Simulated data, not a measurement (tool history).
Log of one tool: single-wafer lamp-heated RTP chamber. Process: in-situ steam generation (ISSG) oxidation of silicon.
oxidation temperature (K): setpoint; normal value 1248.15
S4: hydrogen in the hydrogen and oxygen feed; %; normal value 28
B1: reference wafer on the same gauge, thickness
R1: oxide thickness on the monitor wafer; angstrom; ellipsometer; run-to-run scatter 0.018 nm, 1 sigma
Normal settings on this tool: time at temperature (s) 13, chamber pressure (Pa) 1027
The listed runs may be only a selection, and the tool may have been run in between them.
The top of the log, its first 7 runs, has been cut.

{"hour": 186.5, "done": "pyrometer window cleaned and pyrometer calibrated"}
{"run": 8, "hour": 187.0, "oxidation temperature (K)": 1248.15, "time at temperature (s)": 13, "chamber pressure (Pa)": 1027, "S4": 28, "B1": 5.1, "R1": 44.43}
{"run": 9, "hour": 197.6, "oxidation temperature (K)": 1248.15, "time at temperature (s)": 13, "chamber pressure (Pa)": 1027, "S4": 28, "B1": 5.097, "R1": 44.55}
{"run": 10, "hour": 225.4, "oxidation temperature (K)": 1248.15, "time at temperature (s)": 13, "chamber pressure (Pa)": 1027, "S4": 28, "B1": 5.102, "R1": 45.04}
{"run": 11, "hour": 238.9, "oxidation temperature (K)": 1248.15, "time at temperature (s)": 11, "chamber pressure (Pa)": 1187, "S4": 28, "B1": 5.097, "R1": 41.33}
{"run": 12, "hour": 252.2, "oxidation temperature (K)": 1243.15, "time at temperature (s)": 13, "chamber pressure (Pa)": 1027, "S4": 28, "B1": 5.102, "R1": 44.27}
{"run": 13, "hour": 267.8, "oxidation temperature (K)": 1248.15, "time at temperature (s)": 13, "chamber pressure (Pa)": 1027, "S4": 28, "B1": 5.104, "R1": 44.97}
{"run": 14, "hour": 296.5, "oxidation temperature (K)": 1248.15, "time at temperature (s)": 13, "chamber pressure (Pa)": 1027, "S4": 28, "B1": 5.102, "R1": 45.15}
{"hour": 314.7, "done": "hydrogen flow controller replaced"}
{"run": 15, "hour": 315.2, "oxidation temperature (K)": 1248.15, "time at temperature (s)": 13, "chamber pressure (Pa)": 1027, "S4": 28, "B1": 5.097, "R1": 45.23}
{"run": 16, "hour": 345.0, "oxidation temperature (K)": 1257.15, "time at temperature (s)": 11, "chamber pressure (Pa)": 1027, "S4": 28, "B1": 5.101, "R1": 43.7}
{"run": 17, "hour": 377.3, "oxidation temperature (K)": 1248.15, "time at temperature (s)": 13, "chamber pressure (Pa)": 1027, "S4": 28, "B1": 5.101, "R1": 44.88}
{"run": 18, "hour": 407.7, "oxidation temperature (K)": 1248.15, "time at temperature (s)": 13, "chamber pressure (Pa)": 1027, "S4": 28, "B1": 5.102, "R1": 44.9}
{"hour": 416.6, "done": "pyrometer window cleaned and pyrometer calibrated"}
{"run": 19, "hour": 432.7, "oxidation temperature (K)": 1243.15, "time at temperature (s)": 13, "chamber pressure (Pa)": 1133, "S4": 32, "B1": 5.101, "R1": 45.37}
{"hour": 445.9, "done": "pressure gauge zeroed"}
{"run": 20, "hour": 457.8, "oxidation temperature (K)": 1256.15, "time at temperature (s)": 13, "chamber pressure (Pa)": 920, "S4": 32, "B1": 5.102, "R1": 47.77}
{"run": 21, "hour": 481.3, "oxidation temperature (K)": 1257.15, "time at temperature (s)": 9, "chamber pressure (Pa)": 1027, "S4": 28, "B1": 5.098, "R1": 39.55}
{"hour": 502.3, "done": "gauge calibrated"}
{"run": 22, "hour": 539.3, "oxidation temperature (K)": 1248.15, "time at temperature (s)": 17, "chamber pressure (Pa)": 1027, "S4": 21, "B1": 5.102, "R1": 46.24}
{"run": 23, "hour": 554.5, "oxidation temperature (K)": 1248.15, "time at temperature (s)": 8, "chamber pressure (Pa)": 920, "S4": 31, "B1": 5.104, "R1": 38.54}
{"run": 24, "hour": 571.5, "oxidation temperature (K)": 1234.15, "time at temperature (s)": 13, "chamber pressure (Pa)": 1027, "S4": 28, "B1": 5.102, "R1": 43.31}
{"run": 25, "hour": 593.8, "oxidation temperature (K)": 1243.15, "time at temperature (s)": 11, "chamber pressure (Pa)": 973, "S4": 28, "B1": 5.101, "R1": 41.49}
{"hour": 629.0, "done": "pyrometer window cleaned and pyrometer calibrated"}
{"run": 26, "hour": 629.5, "oxidation temperature (K)": 1248.15, "time at temperature (s)": 13, "chamber pressure (Pa)": 1027, "S4": 32, "B1": 5.099, "R1": 45.79}
{"run": 27, "hour": 643.0, "oxidation temperature (K)": 1248.15, "time at temperature (s)": 11, "chamber pressure (Pa)": 1027, "S4": 32, "B1": 5.098, "R1": 43.32}
{"run": 28, "hour": 665.3, "oxidation temperature (K)": 1256.15, "time at temperature (s)": 18, "chamber pressure (Pa)": 1187, "S4": 31, "B1": 5.104, "R1": 52.58}
{"run": 29, "hour": 683.0, "oxidation temperature (K)": 1248.15, "time at temperature (s)": 9, "chamber pressure (Pa)": 1027, "S4": 28, "B1": 5.098, "R1": 38.9}
{"run": 30, "hour": 704.4, "oxidation temperature (K)": 1240.15, "time at temperature (s)": 13, "chamber pressure (Pa)": 1160, "S4": 28, "B1": 5.096, "R1": 43.48}
{"run": 31, "hour": 735.4, "oxidation temperature (K)": 1248.15, "time at temperature (s)": 16, "chamber pressure (Pa)": 1027, "S4": 28, "B1": 5.107, "R1": 48.83}

Here are 4 independent what-if runs from the current tool condition. What would each one return?
{"run": "A", "hour": 735.9, "oxidation temperature (K)": 1248.15, "time at temperature (s)": 15, "chamber pressure (Pa)": 1027, "S4": 28, "B1": "?", "R1": "?"}
{"run": "B", "hour": 735.9, "oxidation temperature (K)": 1248.15, "time at temperature (s)": 17, "chamber pressure (Pa)": 1027, "S4": 22, "B1": "?", "R1": "?"}
{"run": "C", "hour": 735.9, "oxidation temperature (K)": 1248.15, "time at temperature (s)": 18, "chamber pressure (Pa)": 1187, "S4": 28, "B1": "?", "R1": "?"}
{"run": "D", "hour": 735.9, "oxidation temperature (K)": 1248.15, "time at temperature (s)": 13, "chamber pressure (Pa)": 1027, "S4": 31, "B1": "?", "R1": "?"}

run=A B1=5.104 R1=47.45
run=B B1=5.104 R1=46.95
run=C B1=5.104 R1=50.60
run=D B1=5.104 R1=46.11
What these runs would have given with no unlogged condition in the tool:
run=A R1=46.52
run=B R1=45.99
run=C R1=49.55
run=D R1=45.26
